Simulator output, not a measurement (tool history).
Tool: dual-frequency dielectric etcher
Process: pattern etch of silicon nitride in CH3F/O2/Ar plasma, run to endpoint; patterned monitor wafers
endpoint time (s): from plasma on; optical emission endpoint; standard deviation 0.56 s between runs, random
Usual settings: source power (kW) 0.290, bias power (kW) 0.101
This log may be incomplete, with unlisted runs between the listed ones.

run,day,source power (kW),bias power (kW),"incoming incoming film thickness, nm",endpoint time (s)
1,0.000,0.290,0.101,45.09,70.6
# day 2.454: wet clean of the chamber
2,3.246,0.290,0.101,44.90,66.6
3,6.650,0.290,0.101,44.61,66.0
4,10.471,0.290,0.101,45.10,68.0
5,13.025,0.290,0.101,45.10,68.3
6,15.929,0.290,0.101,44.69,67.2
7,17.725,0.290,0.101,44.98,67.9
# day 20.950: bias power generator calibrated
8,21.900,0.290,0.101,45.63,69.8
9,24.133,0.290,0.101,44.45,69.3
10,26.238,0.290,0.101,45.33,69.8
# day 28.675: source power generator calibrated
11,29.458,0.290,0.101,45.04,69.4
# day 34.488: wet clean of the chamber
# day 38.117: upper electrode replaced
12,39.679,0.310,0.121,45.78,64.0
13,41.683,0.290,0.101,45.08,67.8
14,44.358,0.330,0.116,44.59,61.0
15,52.567,0.230,0.082,44.39,81.9
16,55.633,0.290,0.081,44.71,71.9
17,57.867,0.290,0.124,45.39,67.7
18,60.579,0.270,0.083,45.25,75.8
19,62.421,0.290,0.125,45.18,66.6
20,66.396,0.250,0.101,44.95,77.6
# day 70.838: wet clean of the chamber
21,70.858,0.230,0.078,45.08,81.1
22,73.154,0.360,0.085,45.24,61.1
23,75.262,0.290,0.101,45.14,66.9
24,77.142,0.290,0.107,44.97,67.2
25,80.392,0.350,0.114,44.75,58.1
26,82.275,0.290,0.101,44.99,67.0
27,86.425,0.250,0.091,44.94,77.9
28,90.604,0.340,0.113,45.28,62.2
# day 92.254: source power generator calibrated
29,94.767,0.310,0.107,45.29,66.1
30,97.050,0.350,0.126,45.09,59.9
31,104.721,0.240,0.082,44.96,81.7
32,106.479,0.360,0.093,45.11,63.9
# day 108.712: wet clean of the chamber
33,108.908,0.290,0.101,45.13,66.7
34,113.404,0.290,0.101,44.87,68.0
35,116.962,0.240,0.114,45.51,73.7
36,120.725,0.360,0.101,45.04,60.7

Alternative continuations, all from the tool just after run 36; predict every row:
A,120.742,0.290,0.086,45.35,?
B,120.742,0.220,0.101,45.35,?
C,120.742,0.260,0.121,45.35,?

run,endpoint time (s)
A,70.5
B,82.0
C,70.6
With no hidden state in the tool, these same runs would have given:
run,endpoint time (s)
A,69.6
B,80.9
C,69.7

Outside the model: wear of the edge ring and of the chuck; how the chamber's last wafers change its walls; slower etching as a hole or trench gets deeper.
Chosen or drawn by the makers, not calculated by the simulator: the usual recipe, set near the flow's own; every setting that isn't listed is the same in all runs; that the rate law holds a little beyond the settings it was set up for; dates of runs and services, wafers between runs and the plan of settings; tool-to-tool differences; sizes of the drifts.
